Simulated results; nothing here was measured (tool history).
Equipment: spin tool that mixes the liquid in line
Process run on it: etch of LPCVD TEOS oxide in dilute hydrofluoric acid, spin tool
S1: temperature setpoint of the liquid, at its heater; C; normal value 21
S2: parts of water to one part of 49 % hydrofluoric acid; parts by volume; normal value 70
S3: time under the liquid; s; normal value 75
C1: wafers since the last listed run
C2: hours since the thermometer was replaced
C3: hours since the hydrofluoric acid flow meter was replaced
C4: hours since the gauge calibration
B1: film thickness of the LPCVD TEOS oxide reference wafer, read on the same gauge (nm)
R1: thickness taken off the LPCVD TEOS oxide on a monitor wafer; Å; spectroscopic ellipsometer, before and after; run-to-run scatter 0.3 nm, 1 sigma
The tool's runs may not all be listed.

run	hour	S1	S2	S3	C1	C2	C3	C4	B1	R1
1	0	21	70	75	0	2649.2	424.6	426.7	80.02	501.2
2	14.7	21	70	75	120	2663.9	439.3	441.4	80.01	501.7
3	31.8	21	95	75	140	2681	456.4	458.5	79.97	358.6
4	48.8	21	95	75	139	2698	473.4	475.5	79.99	359.2
5	65.3	21	50	75	135	2714.5	489.9	492	79.99	723
# hour 66: gauge calibrated
6	72.6	21	50	75	59	2721.8	497.2	6.6	79.99	712
7	79.9	21	70	75	59	2729.1	504.5	13.9	80	502.6
# hour 81.6: thermometer replaced
8	91.3	21	70	75	85	9.7	515.9	25.3	79.99	504.2
9	104.3	21	70	75	106	22.7	528.9	38.3	80.01	503.7
10	112.6	21	70	75	68	31	537.2	46.6	80	506.1
11	118.7	21	70	75	50	37.1	543.3	52.7	80	504.5
12	125.7	21	90	105	57	44.1	550.3	59.7	80.01	532.9
13	133	21	70	75	59	51.4	557.6	67	79.98	507.3
14	142.5	21	70	90	77	60.9	567.1	76.5	80	606.9
15	160.5	21	70	75	147	78.9	585.1	94.5	80	513.3
16	169.7	18	70	75	75	88.1	594.3	103.7	80	447.8
17	181	21	70	75	92	99.4	605.6	115	80	509.3
18	195.2	21	70	75	116	113.6	619.8	129.2	79.98	513.3
19	212.5	24.5	60	60	141	130.9	637.1	146.5	79.97	556.4
20	220.4	21	70	75	64	138.8	645	154.4	80.01	505.7
21	230.5	21	80	60	82	148.9	655.1	164.5	80.01	351.8
22	242.1	21	70	40	95	160.5	666.7	176.1	80.02	270.9
# hour 247.8: hydrofluoric acid flow meter replaced
23	252	21	70	60	73	170.4	4.2	186	80	388.3
24	260.9	19.5	70	75	73	179.3	13.1	194.9	79.99	448.2
25	267	25.5	40	100	50	185.4	19.2	201	79.98	1415.9
26	284.6	26	85	105	144	203	36.8	218.6	80	661.9
27	296.7	24	80	90	99	215.1	48.9	230.7	80	569.6
28	308.2	21	70	75	94	226.6	60.4	242.2	79.98	483.8
29	324.4	19	105	105	132	242.8	76.6	258.4	80.01	400.8
30	335.3	21	45	115	89	253.7	87.5	269.3	79.99	1184.6
31	344.5	21	95	95	75	262.9	96.7	278.5	80.02	439.8
32	356.4	26	45	95	97	274.8	108.6	290.4	79.99	1216.7

What was the tool's hidden state at every run in the log?
liquid hotter than its thermometer reads (K): 0 at every run
gauge reads high (%): 0 at every run
H1: hydrofluoric acid flow above the setpoint (%)
run	H1
1	3.85
2	3.97
3	4.11
4	4.25
5	4.38
6	4.44
7	4.5
8	4.6
9	4.71
10	4.77
11	4.82
12	4.88
13	4.94
14	5.02
15	5.17
16	5.24
17	5.33
18	5.45
19	5.59
20	5.66
21	5.74
22	5.84
23	0.319
24	0.392
25	0.442
26	0.587
27	0.686
28	0.78
29	0.913
30	1
31	1.08
32	1.18
